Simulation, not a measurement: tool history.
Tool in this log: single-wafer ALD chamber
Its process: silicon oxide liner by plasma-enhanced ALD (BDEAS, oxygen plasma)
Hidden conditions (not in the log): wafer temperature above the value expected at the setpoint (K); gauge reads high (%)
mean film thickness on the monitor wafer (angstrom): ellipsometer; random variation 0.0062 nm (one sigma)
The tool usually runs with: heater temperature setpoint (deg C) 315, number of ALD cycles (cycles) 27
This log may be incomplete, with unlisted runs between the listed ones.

run,day,heater temperature setpoint (deg C),number of ALD cycles (cycles),wafers since the last listed run,hours since the last thermocouple change,hours since the gauge calibration,"read-back reference wafer on the same gauge, thickness_nm",mean film thickness on the monitor wafer (angstrom)
1,0,315,27,0,3210.5,206.1,2.559,24.78
2,0.338,315,27,92,3218.6,214.2,2.559,24.76
3,0.671,315,24,91,3226.6,222.2,2.559,21.99
4,1.271,315,24,165,3241,236.6,2.561,21.99
5,1.604,315,23,91,3249,244.6,2.56,21.09
6,1.946,315,23,94,3257.2,252.8,2.558,21.03
7,2.575,315,27,173,3272.3,267.9,2.56,24.75
# day 4.129: gauge calibrated
8,4.379,315,27,497,3315.6,6,2.559,24.69
9,4.9,315,27,143,3328.1,18.5,2.56,24.85
10,5.421,315,29,143,3340.6,31,2.56,26.58
11,5.933,315,29,141,3352.9,43.3,2.56,26.58
# day 6.592: thermocouple changed; heater temperature recalibrated
12,6.612,315,27,95,0.5,59.6,2.559,24.72
13,6.975,315,30,99,9.2,68.3,2.56,27.51
14,7.362,329,23,106,18.5,77.6,2.559,20.54
15,7.962,315,25,165,32.9,92,2.56,22.87
16,8.396,303,31,119,43.3,102.4,2.558,28.97
17,8.746,310,31,96,51.7,110.8,2.561,28.56
18,9.288,315,27,149,64.7,123.8,2.558,24.76
19,9.554,322,32,73,71.1,130.2,2.559,29.08
20,10.196,315,27,176,86.5,145.6,2.558,24.77
21,10.671,328,29,130,97.9,157,2.561,25.98
22,11.038,319,32,101,106.7,165.8,2.56,29.11
23,11.558,315,27,143,119.2,178.3,2.561,24.79
24,11.971,305,30,113,129.1,188.2,2.559,28.04
25,12.65,323,27,187,145.4,204.5,2.56,24.43

5 options for the next run, each taken on its own from the tool as it stands now. Forecast them:
A,12.667,321,27,4,145.8,204.9,?,?
B,12.667,307,27,4,145.8,204.9,?,?
C,12.667,304,31,4,145.8,204.9,?,?
D,12.667,315,32,4,145.8,204.9,?,?
E,12.667,327,27,4,145.8,204.9,?,?

run,"read-back reference wafer on the same gauge, thickness_nm",mean film thickness on the monitor wafer (angstrom)
A,2.558,24.52
B,2.558,25.08
C,2.558,28.94
D,2.558,29.35
E,2.558,24.28
Without the tool's unlogged condition, the same runs would have read:
run,mean film thickness on the monitor wafer (angstrom)
A,24.52
B,25.08
C,28.94
D,29.35
E,24.28
